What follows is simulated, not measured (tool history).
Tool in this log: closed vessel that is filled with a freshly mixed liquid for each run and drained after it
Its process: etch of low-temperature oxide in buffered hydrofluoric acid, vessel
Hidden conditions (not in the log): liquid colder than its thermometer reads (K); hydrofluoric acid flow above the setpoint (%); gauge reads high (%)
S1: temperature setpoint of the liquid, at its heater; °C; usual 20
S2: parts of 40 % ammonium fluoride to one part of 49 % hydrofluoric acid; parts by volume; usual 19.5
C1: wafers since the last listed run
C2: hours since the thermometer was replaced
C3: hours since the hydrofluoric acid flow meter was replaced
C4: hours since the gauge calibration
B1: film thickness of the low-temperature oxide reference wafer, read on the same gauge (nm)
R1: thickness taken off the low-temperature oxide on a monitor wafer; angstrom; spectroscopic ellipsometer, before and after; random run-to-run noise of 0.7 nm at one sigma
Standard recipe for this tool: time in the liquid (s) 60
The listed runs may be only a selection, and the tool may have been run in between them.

run 1 hour=0 | S1=18.5 S2=19.5 time_in_the_liquid_(s)=60 | C1=0 C2=2013.1 C3=1209.5 C4=157.9 | B1=50.03 | R1=808.9
run 2 hour=62.8 | S1=20 S2=19.5 time_in_the_liquid_(s)=60 | C1=4532 C2=2075.9 C3=1272.3 C4=220.7 | B1=50 | R1=883
run 3 hour=99.7 | S1=20 S2=19.5 time_in_the_liquid_(s)=60 | C1=2663 C2=2112.8 C3=1309.2 C4=257.6 | B1=49.99 | R1=898.1
run 4 hour=148.3 | S1=20 S2=19.5 time_in_the_liquid_(s)=60 | C1=3507 C2=2161.4 C3=1357.8 C4=306.2 | B1=49.99 | R1=870.3
run 5 hour=213.6 | S1=20 S2=19.5 time_in_the_liquid_(s)=60 | C1=4713 C2=2226.7 C3=1423.1 C4=371.5 | B1=50.03 | R1=886.3
run 6 hour=249.6 | S1=20 S2=24.5 time_in_the_liquid_(s)=35 | C1=2598 C2=2262.7 C3=1459.1 C4=407.5 | B1=50.01 | R1=421.5
run 7 hour=316.1 | S1=20 S2=24.5 time_in_the_liquid_(s)=35 | C1=4799 C2=2329.2 C3=1525.6 C4=474 | B1=49.98 | R1=424.5
run 8 hour=379.7 | S1=20 S2=19.5 time_in_the_liquid_(s)=85 | C1=4590 C2=2392.8 C3=1589.2 C4=537.6 | B1=50 | R1=1242.3
run 9 hour=435 | S1=20 S2=19.5 time_in_the_liquid_(s)=60 | C1=3991 C2=2448.1 C3=1644.5 C4=592.9 | B1=49.99 | R1=884.5
run 10 hour=466.7 | S1=20 S2=19.5 time_in_the_liquid_(s)=60 | C1=2288 C2=2479.8 C3=1676.2 C4=624.6 | B1=50.03 | R1=869.7
run 11 hour=510.5 | S1=20 S2=25 time_in_the_liquid_(s)=40 | C1=3161 C2=2523.6 C3=1720 C4=668.4 | B1=50 | R1=465.9
-- hour=537.1 gauge calibrated
run 12 hour=574.4 | S1=20 S2=12.5 time_in_the_liquid_(s)=30 | C1=4612 C2=2587.5 C3=1783.9 C4=37.3 | B1=49.99 | R1=697.6
-- hour=600.2 thermometer replaced
run 13 hour=605.4 | S1=17 S2=26 time_in_the_liquid_(s)=60 | C1=2165 C2=5.2 C3=1814.9 C4=68.3 | B1=50.02 | R1=652.9
run 14 hour=637.5 | S1=17 S2=19.5 time_in_the_liquid_(s)=40 | C1=2316 C2=37.3 C3=1847 C4=100.4 | B1=49.97 | R1=559
-- hour=684 hydrofluoric acid flow meter replaced
run 15 hour=689.2 | S1=22 S2=15 time_in_the_liquid_(s)=85 | C1=3659 C2=89 C3=5.2 C4=152.1 | B1=50.01 | R1=1783.6
run 16 hour=751.7 | S1=18.5 S2=19.5 time_in_the_liquid_(s)=80 | C1=4511 C2=151.5 C3=67.7 C4=214.6 | B1=49.96 | R1=1069.7
run 17 hour=822 | S1=17 S2=17 time_in_the_liquid_(s)=70 | C1=5074 C2=221.8 C3=138 C4=284.9 | B1=49.98 | R1=995.7
run 18 hour=851.5 | S1=20 S2=19.5 time_in_the_liquid_(s)=60 | C1=2129 C2=251.3 C3=167.5 C4=314.4 | B1=50 | R1=879.2
run 19 hour=914.9 | S1=20 S2=19.5 time_in_the_liquid_(s)=60 | C1=4576 C2=314.7 C3=230.9 C4=377.8 | B1=50 | R1=886.2
run 20 hour=979.7 | S1=18.5 S2=13 time_in_the_liquid_(s)=60 | C1=4677 C2=379.5 C3=295.7 C4=442.6 | B1=50 | R1=1206.6

What was the tool's hidden state at every run in the log?
gauge reads high (%): 0, the same for each run
H1: liquid colder than its thermometer reads (K)
H2: hydrofluoric acid flow above the setpoint (%)
run=1 H1=1.85 H2=10.2
run=2 H1=1.91 H2=10.6
run=3 H1=1.94 H2=10.9
run=4 H1=1.98 H2=11.2
run=5 H1=2.04 H2=11.6
run=6 H1=2.07 H2=11.8
run=7 H1=2.12 H2=12.2
run=8 H1=2.18 H2=12.7
run=9 H1=2.23 H2=13
run=10 H1=2.25 H2=13.2
run=11 H1=2.29 H2=13.5
run=12 H1=2.35 H2=13.9
run=13 H1=0.259 H2=14.1
run=14 H1=0.287 H2=14.3
run=15 H1=0.331 H2=0.698
run=16 H1=0.384 H2=1.1
run=17 H1=0.444 H2=1.55
run=18 H1=0.469 H2=1.74
run=19 H1=0.524 H2=2.15
run=20 H1=0.579 H2=2.57

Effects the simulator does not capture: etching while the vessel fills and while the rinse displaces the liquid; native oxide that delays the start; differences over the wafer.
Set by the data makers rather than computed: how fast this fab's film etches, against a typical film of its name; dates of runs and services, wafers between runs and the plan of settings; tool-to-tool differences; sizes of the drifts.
